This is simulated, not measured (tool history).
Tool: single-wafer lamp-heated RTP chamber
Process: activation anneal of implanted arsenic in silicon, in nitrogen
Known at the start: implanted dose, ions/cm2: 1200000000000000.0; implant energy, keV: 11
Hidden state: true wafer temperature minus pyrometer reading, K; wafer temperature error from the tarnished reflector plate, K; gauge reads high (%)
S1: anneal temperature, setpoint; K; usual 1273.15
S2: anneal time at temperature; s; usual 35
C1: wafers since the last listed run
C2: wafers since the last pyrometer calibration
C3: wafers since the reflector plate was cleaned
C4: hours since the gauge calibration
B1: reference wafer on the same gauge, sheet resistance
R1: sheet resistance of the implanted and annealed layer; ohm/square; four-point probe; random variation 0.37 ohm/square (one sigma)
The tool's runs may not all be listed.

run,hour,S1,S2,C1,C2,C3,C4,B1,R1
1,0,1273.15,35,0,8,8977,137.2,118.03,127.32
2,8.8,1273.15,35,161,170,9139,146,118.03,127.81
3,24.4,1273.15,35,287,457,9426,161.6,117.97,127.5
4,38.3,1273.15,35,255,713,9682,175.5,118.13,127.39
5,45.9,1273.15,27,139,853,9822,183.1,117.99,133.76
6,52.1,1273.15,27,114,967,9936,189.3,118.1,134.81
7,61.7,1273.15,27,176,1144,10113,198.9,118.09,134.48
8,71.5,1293.15,41,180,1324,10293,208.7,117.88,111.55
9,82.6,1293.15,41,204,1529,10498,219.8,117.9,111.59
10,93.1,1293.15,41,193,1722,10691,230.3,118,111.85
11,106.8,1273.15,35,252,1974,10943,244,118.11,127.85
12,115.3,1273.15,35,156,2131,11100,252.5,118.1,127.32
13,126.3,1273.15,35,202,2333,11302,263.5,117.98,127.15
14,135.2,1273.15,35,163,2497,11466,272.4,117.96,127.63
15,150.6,1273.15,35,283,2780,11749,287.8,118.04,127.29
16,156.9,1282.15,26,115,2896,11865,294.1,118.01,128.24
17,166.9,1273.15,35,184,3080,12049,304.1,118.01,127.9
18,173.7,1255.15,18,125,3206,12175,310.9,117.98,159.05
19,184.8,1281.15,42,204,3410,12379,322,118.05,117.49
# hour 226.2: reflector plate cleaned
20,232.6,1273.15,35,732,4143,118,369.8,118.11,127.21
21,246.2,1273.15,35,250,4393,368,383.4,117.88,127.42
22,253.3,1293.15,48,130,4524,499,390.5,117.95,108.83
23,270,1282.15,26,307,4831,806,407.2,118.1,128.27
24,278.4,1273.15,35,154,4986,961,415.6,117.98,127.15
25,291.7,1250.15,35,244,5230,1206,428.9,118.05,146.18
26,304.5,1273.15,35,235,5466,1442,441.7,117.95,127.31
27,310.9,1246.15,55,117,5584,1559,448.1,118.06,136.95
28,317,1283.15,54,112,5696,1672,454.2,118.09,111.66
29,330.9,1282.15,35,255,5952,1928,468.1,117.96,121.29
# hour 334.7: gauge calibrated
# hour 362.6: pyrometer window cleaned and pyrometer calibrated
30,375,1257.15,19,664,227,2592,40.3,118,154.67
31,392.9,1291.15,45,329,557,2922,58.2,118.09,110.58
32,404.4,1252.15,24,211,768,3133,69.7,118.07,154.18
33,413.5,1264.15,20,167,936,3301,78.8,118.02,148.39
34,424.3,1273.15,35,198,1135,3500,89.6,118.12,127.55
35,438.1,1299.15,56,254,1389,3754,103.4,117.94,104.62
36,446.2,1263.15,24,149,1538,3903,111.5,118.05,145.77
37,454,1285.15,24,143,1681,4046,119.3,118.09,127.92
38,469.3,1292.15,16,281,1963,4328,134.6,118.01,133.5

Hidden state at the last listed run before each entry between runs and at the first one after, where it differs:
Between runs 19 and 20: reflector plate cleaned (hour 226.2)
  no hidden state differs between the two runs
Between runs 29 and 30: gauge calibrated (hour 334.7); pyrometer window cleaned and pyrometer calibrated (hour 362.6)
  no hidden state differs between the two runs
